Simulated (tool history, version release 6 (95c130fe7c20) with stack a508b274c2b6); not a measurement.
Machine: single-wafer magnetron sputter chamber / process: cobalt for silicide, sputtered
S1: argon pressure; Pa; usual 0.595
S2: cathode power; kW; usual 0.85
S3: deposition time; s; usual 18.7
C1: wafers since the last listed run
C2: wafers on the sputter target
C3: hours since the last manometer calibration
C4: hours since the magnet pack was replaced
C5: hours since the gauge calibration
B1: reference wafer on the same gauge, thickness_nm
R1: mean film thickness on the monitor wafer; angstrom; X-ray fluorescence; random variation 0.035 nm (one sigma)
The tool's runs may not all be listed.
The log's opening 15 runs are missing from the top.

run	day	S1	S2	S3	C1	C2	C3	C4	C5	B1	R1
16	42.033	0.595	0.85	18.7	1686	2531	1779.8	11239.3	2646.8	6.6	70.81
17	45.362	0.595	0.95	18.7	1315	3846	1859.7	11319.2	2726.7	6.61	78.82
18	49.833	0.595	0.85	18.7	1765	5612	1967	11426.5	2834	6.602	69.21
19	52	0.595	0.85	18.7	855	6468	2019	11478.5	2886	6.601	68.61
# day 52.354: gauge calibrated
# day 53.854: sputter target and shields replaced
20	55.025	0.595	0.85	18.7	1063	462	2091.6	11551.1	64.1	6.594	70.59
21	58.146	0.762	0.7	20.2	1232	1695	2166.5	11626	139	6.612	59.65
22	60.983	0.595	0.85	18.7	1120	2815	2234.6	11694.1	207.1	6.603	70.35
# day 70.204: capacitance manometer re-zeroed and calibrated
23	72.421	0.829	0.85	22.3	4386	7202	53.2	11968.6	481.6	6.612	76.87
# day 74.212: sputter target and shields replaced
# day 74.4: magnet pack replaced
24	75.942	0.595	0.85	18.7	1184	609	137.7	37	566.1	6.601	72.84
25	77.758	0.595	0.85	21.8	717	1326	181.3	80.6	609.7	6.599	84.83
26	80.829	0.595	0.85	18.7	1212	2539	255	154.3	683.4	6.597	72.7
27	83.538	0.595	0.85	18.7	1069	3609	320	219.3	748.4	6.605	71.51
28	85.612	0.595	0.9	18.7	819	4429	369.8	269.1	798.2	6.599	75.27
29	88.417	0.595	0.95	17.7	1107	5536	437.1	336.4	865.5	6.596	73.51
30	90.792	0.595	0.65	17.3	938	6474	494.1	393.4	922.5	6.6	49.19
31	93.021	0.4	0.75	16.2	880	7355	547.6	446.9	976	6.597	55.6
# day 96.221: sputter target and shields replaced
32	96.242	0.528	0.75	20.5	1140	7	624.9	524.2	1053.3	6.6	72.24
33	100.408	0.47	0.9	18.7	1645	1653	724.9	624.2	1153.3	6.603	78.8

What if the next run were any one of these 4? Each begins from the tool's condition after run 33:
A	100.425	0.595	1	18.7	6	1660	725.3	624.6	1153.7	?	?
B	100.425	0.745	0.85	16.5	6	1660	725.3	624.6	1153.7	?	?
C	100.425	0.595	1.05	20.5	6	1660	725.3	624.6	1153.7	?	?
D	100.425	0.469	0.65	15.9	6	1660	725.3	624.6	1153.7	?	?

run	B1	R1
A	6.61	85.79
B	6.61	61.65
C	6.61	98.75
D	6.61	49.17
Without the tool's unlogged condition, the same runs would have read:
run	R1
A	86.73
B	62.44
C	99.83
D	49.64

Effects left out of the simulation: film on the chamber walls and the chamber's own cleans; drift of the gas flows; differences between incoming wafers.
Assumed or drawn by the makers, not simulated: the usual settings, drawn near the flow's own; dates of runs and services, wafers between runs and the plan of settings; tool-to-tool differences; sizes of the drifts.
